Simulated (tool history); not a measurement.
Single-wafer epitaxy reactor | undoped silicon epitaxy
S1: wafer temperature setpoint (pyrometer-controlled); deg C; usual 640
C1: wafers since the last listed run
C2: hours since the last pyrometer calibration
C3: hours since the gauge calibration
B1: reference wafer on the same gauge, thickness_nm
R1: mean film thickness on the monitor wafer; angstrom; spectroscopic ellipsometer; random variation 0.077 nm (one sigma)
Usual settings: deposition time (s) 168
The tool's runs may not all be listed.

{"run": 1, "hour": 0.0, "S1": 640, "deposition time (s)": 147, "C1": 0, "C2": 921.4, "C3": 878.6, "B1": 20.906, "R1": 184.86}
{"run": 2, "hour": 45.0, "S1": 640, "deposition time (s)": 168, "C1": 297, "C2": 966.4, "C3": 923.6, "B1": 20.904, "R1": 210.89}
{"run": 3, "hour": 87.1, "S1": 640, "deposition time (s)": 168, "C1": 278, "C2": 1008.5, "C3": 965.7, "B1": 20.924, "R1": 211.37}
{"run": 4, "hour": 173.0, "S1": 647, "deposition time (s)": 168, "C1": 568, "C2": 1094.4, "C3": 1051.6, "B1": 20.928, "R1": 244.2}
{"run": 5, "hour": 212.5, "S1": 647, "deposition time (s)": 168, "C1": 261, "C2": 1133.9, "C3": 1091.1, "B1": 20.897, "R1": 243.64}
{"run": 6, "hour": 292.3, "S1": 647, "deposition time (s)": 168, "C1": 528, "C2": 1213.7, "C3": 1170.9, "B1": 20.888, "R1": 243.22}
{"run": 7, "hour": 394.6, "S1": 640, "deposition time (s)": 185, "C1": 677, "C2": 1316.0, "C3": 1273.2, "B1": 20.906, "R1": 230.23}
{"run": 8, "hour": 496.5, "S1": 648, "deposition time (s)": 183, "C1": 674, "C2": 1417.9, "C3": 1375.1, "B1": 20.881, "R1": 268.61}
{"run": 9, "hour": 560.8, "S1": 648, "deposition time (s)": 183, "C1": 425, "C2": 1482.2, "C3": 1439.4, "B1": 20.903, "R1": 268.77}
{"run": 10, "hour": 644.7, "S1": 648, "deposition time (s)": 183, "C1": 555, "C2": 1566.1, "C3": 1523.3, "B1": 20.898, "R1": 268.37}
{"run": 11, "hour": 704.1, "S1": 640, "deposition time (s)": 168, "C1": 393, "C2": 1625.5, "C3": 1582.7, "B1": 20.902, "R1": 208.61}
{"run": 12, "hour": 793.7, "S1": 640, "deposition time (s)": 168, "C1": 593, "C2": 1715.1, "C3": 1672.3, "B1": 20.887, "R1": 208.03}
{"hour": 848.5, "done": "gauge calibrated"}
{"run": 13, "hour": 875.8, "S1": 640, "deposition time (s)": 168, "C1": 543, "C2": 1797.2, "C3": 27.3, "B1": 20.906, "R1": 206.46}
{"run": 14, "hour": 960.7, "S1": 640, "deposition time (s)": 168, "C1": 562, "C2": 1882.1, "C3": 112.2, "B1": 20.9, "R1": 207.55}
{"run": 15, "hour": 996.9, "S1": 631, "deposition time (s)": 197, "C1": 239, "C2": 1918.3, "C3": 148.4, "B1": 20.892, "R1": 199.39}
{"run": 16, "hour": 1075.5, "S1": 640, "deposition time (s)": 199, "C1": 520, "C2": 1996.9, "C3": 227.0, "B1": 20.904, "R1": 243.37}
{"hour": 1110.0, "done": "pyrometer calibrated"}
{"run": 17, "hour": 1171.4, "S1": 640, "deposition time (s)": 139, "C1": 581, "C2": 61.4, "C3": 322.9, "B1": 20.911, "R1": 175.49}
{"run": 18, "hour": 1254.7, "S1": 632, "deposition time (s)": 136, "C1": 551, "C2": 144.7, "C3": 406.2, "B1": 20.905, "R1": 145.21}
{"run": 19, "hour": 1346.2, "S1": 645, "deposition time (s)": 152, "C1": 605, "C2": 236.2, "C3": 497.7, "B1": 20.907, "R1": 212.94}
{"run": 20, "hour": 1416.0, "S1": 644, "deposition time (s)": 168, "C1": 462, "C2": 306.0, "C3": 567.5, "B1": 20.914, "R1": 230.22}
{"run": 21, "hour": 1471.7, "S1": 636, "deposition time (s)": 177, "C1": 368, "C2": 361.7, "C3": 623.2, "B1": 20.903, "R1": 205.53}
{"run": 22, "hour": 1530.7, "S1": 640, "deposition time (s)": 144, "C1": 390, "C2": 420.7, "C3": 682.2, "B1": 20.907, "R1": 181.0}
{"run": 23, "hour": 1576.2, "S1": 640, "deposition time (s)": 168, "C1": 301, "C2": 466.2, "C3": 727.7, "B1": 20.908, "R1": 211.64}
{"run": 24, "hour": 1630.2, "S1": 636, "deposition time (s)": 197, "C1": 357, "C2": 520.2, "C3": 781.7, "B1": 20.896, "R1": 227.52}
{"run": 25, "hour": 1687.5, "S1": 625, "deposition time (s)": 156, "C1": 379, "C2": 577.5, "C3": 839.0, "B1": 20.898, "R1": 142.23}
{"run": 26, "hour": 1735.2, "S1": 640, "deposition time (s)": 185, "C1": 315, "C2": 625.2, "C3": 886.7, "B1": 20.894, "R1": 232.69}
{"run": 27, "hour": 1782.2, "S1": 640, "deposition time (s)": 180, "C1": 311, "C2": 672.2, "C3": 933.7, "B1": 20.911, "R1": 227.56}

The tool's hidden state at each run:
gauge reads high (%): 0 in every run
H1: wafer temperature above the value expected at the setpoint (K)
run=1 H1=-0.416
run=2 H1=-0.451
run=3 H1=-0.485
run=4 H1=-0.559
run=5 H1=-0.595
run=6 H1=-0.671
run=7 H1=-0.777
run=8 H1=-0.891
run=9 H1=-0.968
run=10 H1=-1.07
run=11 H1=-1.15
run=12 H1=-1.27
run=13 H1=-1.39
run=14 H1=-1.52
run=15 H1=-1.57
run=16 H1=-1.7
run=17 H1=-0.206
run=18 H1=-0.213
run=19 H1=-0.227
run=20 H1=-0.243
run=21 H1=-0.258
run=22 H1=-0.277
run=23 H1=-0.294
run=24 H1=-0.315
run=25 H1=-0.341
run=26 H1=-0.365
run=27 H1=-0.39

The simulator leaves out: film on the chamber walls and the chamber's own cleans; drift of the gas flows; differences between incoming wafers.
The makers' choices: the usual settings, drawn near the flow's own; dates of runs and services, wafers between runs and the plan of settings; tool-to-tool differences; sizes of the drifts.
